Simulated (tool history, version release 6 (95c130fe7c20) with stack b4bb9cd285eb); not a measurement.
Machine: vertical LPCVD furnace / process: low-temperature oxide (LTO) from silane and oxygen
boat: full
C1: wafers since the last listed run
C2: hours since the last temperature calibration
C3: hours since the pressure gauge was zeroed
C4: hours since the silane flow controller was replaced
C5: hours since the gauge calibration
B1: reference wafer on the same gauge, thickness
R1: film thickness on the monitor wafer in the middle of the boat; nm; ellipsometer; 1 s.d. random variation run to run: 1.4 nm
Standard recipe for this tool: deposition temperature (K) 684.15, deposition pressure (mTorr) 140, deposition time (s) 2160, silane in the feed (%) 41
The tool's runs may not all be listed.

{"run": 1, "hour": 0.0, "deposition temperature (K)": 684.15, "deposition pressure (mTorr)": 140, "deposition time (s)": 2160, "silane in the feed (%)": 41, "C1": 0, "C2": 3522.9, "C3": 2265.9, "C4": 3158.8, "C5": 936.5, "B1": 260.08, "R1": 242.9}
{"run": 2, "hour": 71.7, "deposition temperature (K)": 684.15, "deposition pressure (mTorr)": 140, "deposition time (s)": 2160, "silane in the feed (%)": 41, "C1": 1417, "C2": 3594.6, "C3": 2337.6, "C4": 3230.5, "C5": 1008.2, "B1": 260.19, "R1": 244.19}
{"run": 3, "hour": 139.4, "deposition temperature (K)": 684.15, "deposition pressure (mTorr)": 140, "deposition time (s)": 2160, "silane in the feed (%)": 41, "C1": 1338, "C2": 3662.3, "C3": 2405.3, "C4": 3298.2, "C5": 1075.9, "B1": 260.1, "R1": 242.5}
{"run": 4, "hour": 193.1, "deposition temperature (K)": 684.15, "deposition pressure (mTorr)": 115, "deposition time (s)": 2160, "silane in the feed (%)": 41, "C1": 1061, "C2": 3716.0, "C3": 2459.0, "C4": 3351.9, "C5": 1129.6, "B1": 260.03, "R1": 200.25}
{"run": 5, "hour": 279.1, "deposition temperature (K)": 684.15, "deposition pressure (mTorr)": 115, "deposition time (s)": 2160, "silane in the feed (%)": 41, "C1": 1700, "C2": 3802.0, "C3": 2545.0, "C4": 3437.9, "C5": 1215.6, "B1": 260.09, "R1": 200.86}
{"run": 6, "hour": 341.1, "deposition temperature (K)": 684.15, "deposition pressure (mTorr)": 115, "deposition time (s)": 2160, "silane in the feed (%)": 41, "C1": 1225, "C2": 3864.0, "C3": 2607.0, "C4": 3499.9, "C5": 1277.6, "B1": 260.06, "R1": 199.08}
{"run": 7, "hour": 401.2, "deposition temperature (K)": 684.15, "deposition pressure (mTorr)": 140, "deposition time (s)": 2550, "silane in the feed (%)": 41, "C1": 1188, "C2": 3924.1, "C3": 2667.1, "C4": 3560.0, "C5": 1337.7, "B1": 260.0, "R1": 288.34}
{"run": 8, "hour": 444.1, "deposition temperature (K)": 684.15, "deposition pressure (mTorr)": 140, "deposition time (s)": 2550, "silane in the feed (%)": 41, "C1": 848, "C2": 3967.0, "C3": 2710.0, "C4": 3602.9, "C5": 1380.6, "B1": 259.87, "R1": 288.09}
{"run": 9, "hour": 485.7, "deposition temperature (K)": 691.15, "deposition pressure (mTorr)": 140, "deposition time (s)": 2160, "silane in the feed (%)": 41, "C1": 822, "C2": 4008.6, "C3": 2751.6, "C4": 3644.5, "C5": 1422.2, "B1": 260.22, "R1": 260.73}
{"run": 10, "hour": 533.8, "deposition temperature (K)": 691.15, "deposition pressure (mTorr)": 140, "deposition time (s)": 2160, "silane in the feed (%)": 41, "C1": 951, "C2": 4056.7, "C3": 2799.7, "C4": 3692.6, "C5": 1470.3, "B1": 260.14, "R1": 259.45}
{"run": 11, "hour": 613.6, "deposition temperature (K)": 691.15, "deposition pressure (mTorr)": 140, "deposition time (s)": 2160, "silane in the feed (%)": 41, "C1": 1577, "C2": 4136.5, "C3": 2879.5, "C4": 3772.4, "C5": 1550.1, "B1": 259.83, "R1": 262.52}
{"run": 12, "hour": 688.9, "deposition temperature (K)": 684.15, "deposition pressure (mTorr)": 140, "deposition time (s)": 2160, "silane in the feed (%)": 41, "C1": 1488, "C2": 4211.8, "C3": 2954.8, "C4": 3847.7, "C5": 1625.4, "B1": 260.02, "R1": 242.73}
{"run": 13, "hour": 740.9, "deposition temperature (K)": 684.15, "deposition pressure (mTorr)": 125, "deposition time (s)": 2160, "silane in the feed (%)": 41, "C1": 1028, "C2": 4263.8, "C3": 3006.8, "C4": 3899.7, "C5": 1677.4, "B1": 259.86, "R1": 215.34}
{"run": 14, "hour": 821.2, "deposition temperature (K)": 684.15, "deposition pressure (mTorr)": 125, "deposition time (s)": 2160, "silane in the feed (%)": 41, "C1": 1587, "C2": 4344.1, "C3": 3087.1, "C4": 3980.0, "C5": 1757.7, "B1": 260.01, "R1": 217.73}
{"run": 15, "hour": 894.2, "deposition temperature (K)": 688.15, "deposition pressure (mTorr)": 120, "deposition time (s)": 2160, "silane in the feed (%)": 33, "C1": 1443, "C2": 4417.1, "C3": 3160.1, "C4": 4053.0, "C5": 1830.7, "B1": 259.84, "R1": 166.48}
{"run": 16, "hour": 990.5, "deposition temperature (K)": 684.15, "deposition pressure (mTorr)": 140, "deposition time (s)": 2160, "silane in the feed (%)": 41, "C1": 1904, "C2": 4513.4, "C3": 3256.4, "C4": 4149.3, "C5": 1927.0, "B1": 260.07, "R1": 244.01}
{"hour": 1049.7, "done": "thermocouples replaced and temperature profile calibrated"}
{"run": 17, "hour": 1098.4, "deposition temperature (K)": 680.15, "deposition pressure (mTorr)": 140, "deposition time (s)": 2160, "silane in the feed (%)": 41, "C1": 1659, "C2": 48.7, "C3": 3364.3, "C4": 4257.2, "C5": 2034.9, "B1": 259.85, "R1": 233.59}
{"hour": 1145.0, "done": "silane flow controller replaced"}
{"hour": 1169.3, "done": "pressure gauge zeroed"}
{"run": 18, "hour": 1201.3, "deposition temperature (K)": 684.15, "deposition pressure (mTorr)": 140, "deposition time (s)": 1740, "silane in the feed (%)": 41, "C1": 1085, "C2": 151.6, "C3": 32.0, "C4": 56.3, "C5": 2137.8, "B1": 260.16, "R1": 194.6}
{"run": 19, "hour": 1276.3, "deposition temperature (K)": 684.15, "deposition pressure (mTorr)": 150, "deposition time (s)": 2160, "silane in the feed (%)": 41, "C1": 1483, "C2": 226.6, "C3": 107.0, "C4": 131.3, "C5": 2212.8, "B1": 260.01, "R1": 262.3}
{"run": 20, "hour": 1321.5, "deposition temperature (K)": 675.15, "deposition pressure (mTorr)": 175, "deposition time (s)": 2160, "silane in the feed (%)": 41, "C1": 893, "C2": 271.8, "C3": 152.2, "C4": 176.5, "C5": 2258.0, "B1": 259.92, "R1": 279.19}
{"hour": 1366.1, "done": "gauge calibrated"}
{"run": 21, "hour": 1373.9, "deposition temperature (K)": 691.15, "deposition pressure (mTorr)": 140, "deposition time (s)": 2160, "silane in the feed (%)": 41, "C1": 1036, "C2": 324.2, "C3": 204.6, "C4": 228.9, "C5": 7.8, "B1": 259.98, "R1": 260.77}
{"run": 22, "hour": 1436.2, "deposition temperature (K)": 693.15, "deposition pressure (mTorr)": 120, "deposition time (s)": 2160, "silane in the feed (%)": 47, "C1": 1231, "C2": 386.5, "C3": 266.9, "C4": 291.2, "C5": 70.1, "B1": 260.12, "R1": 262.73}
{"run": 23, "hour": 1526.7, "deposition temperature (K)": 684.15, "deposition pressure (mTorr)": 140, "deposition time (s)": 2160, "silane in the feed (%)": 34, "C1": 1789, "C2": 477.0, "C3": 357.4, "C4": 381.7, "C5": 160.6, "B1": 259.9, "R1": 195.06}
{"run": 24, "hour": 1577.1, "deposition temperature (K)": 684.15, "deposition pressure (mTorr)": 140, "deposition time (s)": 1500, "silane in the feed (%)": 41, "C1": 996, "C2": 527.4, "C3": 407.8, "C4": 432.1, "C5": 211.0, "B1": 259.89, "R1": 170.43}
{"run": 25, "hour": 1636.7, "deposition temperature (K)": 684.15, "deposition pressure (mTorr)": 155, "deposition time (s)": 1920, "silane in the feed (%)": 41, "C1": 1178, "C2": 587.0, "C3": 467.4, "C4": 491.7, "C5": 270.6, "B1": 259.97, "R1": 240.53}
{"run": 26, "hour": 1809.9, "deposition temperature (K)": 684.15, "deposition pressure (mTorr)": 140, "deposition time (s)": 2160, "silane in the feed (%)": 41, "C1": 3424, "C2": 760.2, "C3": 640.6, "C4": 664.9, "C5": 443.8, "B1": 260.09, "R1": 242.73}
{"run": 27, "hour": 1912.5, "deposition temperature (K)": 680.15, "deposition pressure (mTorr)": 155, "deposition time (s)": 2640, "silane in the feed (%)": 43, "C1": 2028, "C2": 862.8, "C3": 743.2, "C4": 767.5, "C5": 546.4, "B1": 259.94, "R1": 332.91}
{"run": 28, "hour": 2010.3, "deposition temperature (K)": 684.15, "deposition pressure (mTorr)": 170, "deposition time (s)": 2160, "silane in the feed (%)": 41, "C1": 1933, "C2": 960.6, "C3": 841.0, "C4": 865.3, "C5": 644.2, "B1": 260.09, "R1": 294.89}

What if the next run were any one of these 3? Each begins from the tool's condition after run 28:
{"run": "A", "hour": 2014.0, "deposition temperature (K)": 684.15, "deposition pressure (mTorr)": 130, "deposition time (s)": 2160, "silane in the feed (%)": 41, "C1": 73, "C2": 964.3, "C3": 844.7, "C4": 869.0, "C5": 647.9, "B1": "?", "R1": "?"}
{"run": "B", "hour": 2014.0, "deposition temperature (K)": 690.15, "deposition pressure (mTorr)": 140, "deposition time (s)": 2760, "silane in the feed (%)": 41, "C1": 73, "C2": 964.3, "C3": 844.7, "C4": 869.0, "C5": 647.9, "B1": "?", "R1": "?"}
{"run": "C", "hour": 2014.0, "deposition temperature (K)": 684.15, "deposition pressure (mTorr)": 140, "deposition time (s)": 2160, "silane in the feed (%)": 38, "C1": 73, "C2": 964.3, "C3": 844.7, "C4": 869.0, "C5": 647.9, "B1": "?", "R1": "?"}

run=A B1=260.05 R1=227.39
run=B B1=260.05 R1=332.96
run=C B1=260.05 R1=224.06
Without the tool's unlogged condition, the same runs would have read:
run=A R1=227.39
run=B R1=332.96
run=C R1=224.06
